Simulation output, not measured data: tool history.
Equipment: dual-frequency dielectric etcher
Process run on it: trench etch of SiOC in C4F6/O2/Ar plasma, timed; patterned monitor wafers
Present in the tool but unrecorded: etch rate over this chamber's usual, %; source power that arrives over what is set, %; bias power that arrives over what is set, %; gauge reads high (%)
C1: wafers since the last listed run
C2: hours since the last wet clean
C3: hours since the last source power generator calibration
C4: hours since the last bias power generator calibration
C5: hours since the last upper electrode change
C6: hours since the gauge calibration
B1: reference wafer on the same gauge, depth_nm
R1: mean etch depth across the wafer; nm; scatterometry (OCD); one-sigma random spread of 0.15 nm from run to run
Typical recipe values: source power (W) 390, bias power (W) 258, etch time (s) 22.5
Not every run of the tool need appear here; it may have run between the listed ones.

{"run": 1, "hour": 0.0, "source power (W)": 390, "bias power (W)": 287, "etch time (s)": 22.5, "C1": 0, "C2": 10.1, "C3": 1584.6, "C4": 1271.5, "C5": 3547.6, "C6": 713.1, "B1": 54.9, "R1": 56.7}
{"hour": 25.7, "done": "gauge calibrated"}
{"run": 2, "hour": 30.6, "source power (W)": 390, "bias power (W)": 271, "etch time (s)": 27.5, "C1": 553, "C2": 40.7, "C3": 1615.2, "C4": 1302.1, "C5": 3578.2, "C6": 4.9, "B1": 54.9, "R1": 67.4}
{"run": 3, "hour": 86.3, "source power (W)": 390, "bias power (W)": 271, "etch time (s)": 27.5, "C1": 1006, "C2": 96.4, "C3": 1670.9, "C4": 1357.8, "C5": 3633.9, "C6": 60.6, "B1": 54.9, "R1": 67.5}
{"run": 4, "hour": 134.7, "source power (W)": 390, "bias power (W)": 258, "etch time (s)": 22.5, "C1": 874, "C2": 144.8, "C3": 1719.3, "C4": 1406.2, "C5": 3682.3, "C6": 109, "B1": 54.9, "R1": 53.8}
{"run": 5, "hour": 204.3, "source power (W)": 390, "bias power (W)": 258, "etch time (s)": 27, "C1": 1257, "C2": 214.4, "C3": 1788.9, "C4": 1475.8, "C5": 3751.9, "C6": 178.6, "B1": 54.9, "R1": 64.6}
{"run": 6, "hour": 242.3, "source power (W)": 420, "bias power (W)": 258, "etch time (s)": 22.5, "C1": 686, "C2": 252.4, "C3": 1826.9, "C4": 1513.8, "C5": 3789.9, "C6": 216.6, "B1": 55, "R1": 55.5}
{"run": 7, "hour": 304.2, "source power (W)": 420, "bias power (W)": 258, "etch time (s)": 22.5, "C1": 1118, "C2": 314.3, "C3": 1888.8, "C4": 1575.7, "C5": 3851.8, "C6": 278.5, "B1": 54.9, "R1": 55.6}
{"run": 8, "hour": 371.8, "source power (W)": 390, "bias power (W)": 296, "etch time (s)": 18, "C1": 1221, "C2": 381.9, "C3": 1956.4, "C4": 1643.3, "C5": 3919.4, "C6": 346.1, "B1": 54.9, "R1": 45.4}
{"hour": 387.5, "done": "source power generator calibrated"}
{"run": 9, "hour": 406.2, "source power (W)": 340, "bias power (W)": 213, "etch time (s)": 19, "C1": 549, "C2": 416.3, "C3": 18.7, "C4": 1677.7, "C5": 3953.8, "C6": 380.5, "B1": 54.9, "R1": 38.8}
{"run": 10, "hour": 450.0, "source power (W)": 390, "bias power (W)": 258, "etch time (s)": 17.5, "C1": 791, "C2": 460.1, "C3": 62.5, "C4": 1721.5, "C5": 3997.6, "C6": 424.3, "B1": 54.9, "R1": 41.7}
{"hour": 468.3, "done": "bias power generator calibrated"}
{"run": 11, "hour": 478.8, "source power (W)": 460, "bias power (W)": 296, "etch time (s)": 22.5, "C1": 448, "C2": 488.9, "C3": 91.3, "C4": 10.5, "C5": 4026.4, "C6": 453.1, "B1": 54.9, "R1": 61.3}
{"hour": 541.6, "done": "upper electrode replaced"}
{"hour": 560.6, "done": "wet clean of the chamber"}
{"run": 12, "hour": 561.1, "source power (W)": 460, "bias power (W)": 296, "etch time (s)": 22.5, "C1": 710, "C2": 0.5, "C3": 173.6, "C4": 92.8, "C5": 19.5, "C6": 535.4, "B1": 54.9, "R1": 60.7}
{"run": 13, "hour": 561.5, "source power (W)": 300, "bias power (W)": 194, "etch time (s)": 27, "C1": 7, "C2": 0.9, "C3": 174, "C4": 93.2, "C5": 19.9, "C6": 535.8, "B1": 54.9, "R1": 48.8}
{"hour": 607.9, "done": "gauge calibrated"}
{"run": 14, "hour": 631.4, "source power (W)": 390, "bias power (W)": 291, "etch time (s)": 22.5, "C1": 1263, "C2": 70.8, "C3": 243.9, "C4": 163.1, "C5": 89.8, "C6": 23.5, "B1": 54.9, "R1": 55.2}
{"hour": 664.1, "done": "wet clean of the chamber, repeated, since the last time left the tool worse"}
{"run": 15, "hour": 676.3, "source power (W)": 300, "bias power (W)": 258, "etch time (s)": 22.5, "C1": 377, "C2": 12.2, "C3": 288.8, "C4": 208, "C5": 134.7, "C6": 68.4, "B1": 54.9, "R1": 47.1}
{"run": 16, "hour": 807.0, "source power (W)": 390, "bias power (W)": 271, "etch time (s)": 27.5, "C1": 2362, "C2": 142.9, "C3": 419.5, "C4": 338.7, "C5": 265.4, "C6": 199.1, "B1": 54.9, "R1": 67.6}

The tool's hidden state at each run:
source power that arrives over what is set, %: 0 in every run
bias power that arrives over what is set, %: 0 in every run
gauge reads high (%): 0 in every run
H1: etch rate over this chamber's usual, %
run=1 H1=-0.315
run=2 H1=-0.389
run=3 H1=-0.525
run=4 H1=-0.642
run=5 H1=-0.812
run=6 H1=-0.904
run=7 H1=-1.05
run=8 H1=-1.22
run=9 H1=-1.3
run=10 H1=-1.41
run=11 H1=-1.48
run=12 H1=-2.58
run=13 H1=-2.59
run=14 H1=-2.76
run=15 H1=0.0418
run=16 H1=-0.276
